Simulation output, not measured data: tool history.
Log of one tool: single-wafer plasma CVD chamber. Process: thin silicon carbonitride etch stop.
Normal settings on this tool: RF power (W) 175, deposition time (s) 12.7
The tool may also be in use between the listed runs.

| run | hour | RF power (W) | deposition time (s) | wafers since the last listed run | hours since the last thermocouple change | hours since the last RF generator calibration | hours since the showerhead was replaced | hours since the gauge calibration | read-back reference wafer on the same gauge, thickness_nm | mean film thickness on the monitor wafer (angstrom) |
|---|---|---|---|---|---|---|---|---|---|---|
| 1 | 0.0 | 165 | 12.7 | 0 | 1945.7 | 1024.6 | 4021.6 | 379.8 | 6.690 | 66.52 |
| 2 | 13.0 | 175 | 12.7 | 226 | 1958.7 | 1037.6 | 4034.6 | 392.8 | 6.689 | 67.72 |
| 3 | 29.9 | 175 | 12.7 | 294 | 1975.6 | 1054.5 | 4051.5 | 409.7 | 6.693 | 67.63 |
| 4 | 44.5 | 175 | 12.7 | 254 | 1990.2 | 1069.1 | 4066.1 | 424.3 | 6.691 | 67.73 |
|  | 48.8 | gauge calibrated |
| 5 | 51.7 | 175 | 12.2 | 125 | 1997.4 | 1076.3 | 4073.3 | 2.9 | 6.689 | 65.04 |
| 6 | 69.1 | 175 | 12.2 | 302 | 2014.8 | 1093.7 | 4090.7 | 20.3 | 6.692 | 65.06 |
| 7 | 80.4 | 175 | 12.2 | 196 | 2026.1 | 1105.0 | 4102.0 | 31.6 | 6.687 | 65.09 |
|  | 96.3 | showerhead replaced |
|  | 97.9 | RF generator calibrated |
| 8 | 124.6 | 175 | 14.3 | 602 | 2070.3 | 26.7 | 28.3 | 75.8 | 6.688 | 74.91 |
| 9 | 139.7 | 175 | 14.3 | 262 | 2085.4 | 41.8 | 43.4 | 90.9 | 6.692 | 74.66 |
| 10 | 148.5 | 175 | 11.1 | 153 | 2094.2 | 50.6 | 52.2 | 99.7 | 6.690 | 57.91 |
| 11 | 159.8 | 175 | 11.1 | 196 | 2105.5 | 61.9 | 63.5 | 111.0 | 6.693 | 58.06 |
| 12 | 171.4 | 175 | 11.1 | 201 | 2117.1 | 73.5 | 75.1 | 122.6 | 6.693 | 58.29 |
| 13 | 182.1 | 175 | 12.7 | 186 | 2127.8 | 84.2 | 85.8 | 133.3 | 6.691 | 66.47 |
| 14 | 194.3 | 175 | 12.7 | 212 | 2140.0 | 96.4 | 98.0 | 145.5 | 6.687 | 66.70 |
| 15 | 205.2 | 175 | 15.1 | 189 | 2150.9 | 107.3 | 108.9 | 156.4 | 6.690 | 78.99 |
|  | 218.4 | RF generator calibrated, repeated, since the last time left the tool worse |
| 16 | 218.9 | 190 | 10.6 | 99 | 2164.6 | 0.5 | 122.6 | 170.1 | 6.692 | 59.44 |
| 17 | 219.4 | 175 | 10.7 | 8 | 2165.1 | 1.0 | 123.1 | 170.6 | 6.693 | 58.30 |
| 18 | 226.1 | 175 | 12.7 | 116 | 2171.8 | 7.7 | 129.8 | 177.3 | 6.692 | 69.07 |
|  | 238.4 | thermocouple changed; heater temperature recalibrated |
| 19 | 238.9 | 165 | 10.4 | 83 | 0.5 | 20.5 | 142.6 | 190.1 | 6.687 | 55.53 |
| 20 | 248.5 | 160 | 14.9 | 167 | 10.1 | 30.1 | 152.2 | 199.7 | 6.691 | 78.57 |
| 21 | 261.9 | 150 | 11.3 | 233 | 23.5 | 43.5 | 165.6 | 213.1 | 6.688 | 58.08 |
| 22 | 273.2 | 205 | 10.8 | 196 | 34.8 | 54.8 | 176.9 | 224.4 | 6.690 | 62.05 |
| 23 | 291.0 | 175 | 12.0 | 309 | 52.6 | 72.6 | 194.7 | 242.2 | 6.690 | 65.25 |
| 24 | 303.8 | 190 | 12.7 | 222 | 65.4 | 85.4 | 207.5 | 255.0 | 6.688 | 71.10 |
| 25 | 318.1 | 195 | 12.7 | 248 | 79.7 | 99.7 | 221.8 | 269.3 | 6.690 | 71.76 |
| 26 | 332.2 | 145 | 14.5 | 245 | 93.8 | 113.8 | 235.9 | 283.4 | 6.694 | 73.57 |
| 27 | 345.4 | 175 | 12.7 | 229 | 107.0 | 127.0 | 249.1 | 296.6 | 6.690 | 68.88 |
| 28 | 354.7 | 145 | 14.9 | 161 | 116.3 | 136.3 | 258.4 | 305.9 | 6.690 | 75.63 |
| 29 | 363.5 | 160 | 10.3 | 153 | 125.1 | 145.1 | 267.2 | 314.7 | 6.691 | 54.13 |
| 30 | 374.3 | 205 | 14.6 | 187 | 135.9 | 155.9 | 278.0 | 325.5 | 6.692 | 83.90 |
| 31 | 385.2 | 205 | 10.2 | 189 | 146.8 | 166.8 | 288.9 | 336.4 | 6.690 | 58.35 |
| 32 | 393.4 | 175 | 10.6 | 142 | 155.0 | 175.0 | 297.1 | 344.6 | 6.690 | 57.42 |
| 33 | 402.3 | 175 | 12.7 | 154 | 163.9 | 183.9 | 306.0 | 353.5 | 6.686 | 68.96 |
| 34 | 409.0 | 205 | 14.4 | 116 | 170.6 | 190.6 | 312.7 | 360.2 | 6.690 | 82.32 |
| 35 | 421.5 | 205 | 15.2 | 217 | 183.1 | 203.1 | 325.2 | 372.7 | 6.691 | 87.00 |
| 36 | 436.0 | 145 | 11.8 | 252 | 197.6 | 217.6 | 339.7 | 387.2 | 6.691 | 59.79 |

Selected run-to-run steps in mean film thickness on the monitor wafer (angstrom), each split into two signed amounts: the part the tool would show with no hidden state at all (from settings, incoming material and random variation), and the remainder, which goes to the hidden state together with any gauge scatter not common to the measured and the hidden-state-free results:
The tool's hidden condition here consists of: wafer temperature above the value expected at the setpoint (K); delivered RF power above the setpoint (%); gauge reads high (%).
Run 7 -> 8: deposition time (s) 12.2 -> 14.3, showerhead replaced, RF generator calibrated. mean film thickness on the monitor wafer (angstrom) +9.82: hidden state -1.49, all else +11.31.
Run 9 -> 10: deposition time (s) 14.3 -> 11.1. mean film thickness on the monitor wafer (angstrom) -16.75: hidden state +0.63, all else -17.38.
Run 15 -> 16: RF power (W) 175 -> 190, deposition time (s) 15.1 -> 10.6, RF generator calibrated, repeated, since the last time left the tool worse. mean film thickness on the monitor wafer (angstrom) -19.55: hidden state +3.11, all else -22.66.
Run 29 -> 30: RF power (W) 160 -> 205, deposition time (s) 10.3 -> 14.6. mean film thickness on the monitor wafer (angstrom) +29.77: hidden state -0.10, all else +29.87.
Run 30 -> 31: deposition time (s) 14.6 -> 10.2. mean film thickness on the monitor wafer (angstrom) -25.55: hidden state +0.07, all else -25.62.
Run 35 -> 36: RF power (W) 205 -> 145, deposition time (s) 15.2 -> 11.8. mean film thickness on the monitor wafer (angstrom) -27.21: hidden state +0.09, all else -27.30.

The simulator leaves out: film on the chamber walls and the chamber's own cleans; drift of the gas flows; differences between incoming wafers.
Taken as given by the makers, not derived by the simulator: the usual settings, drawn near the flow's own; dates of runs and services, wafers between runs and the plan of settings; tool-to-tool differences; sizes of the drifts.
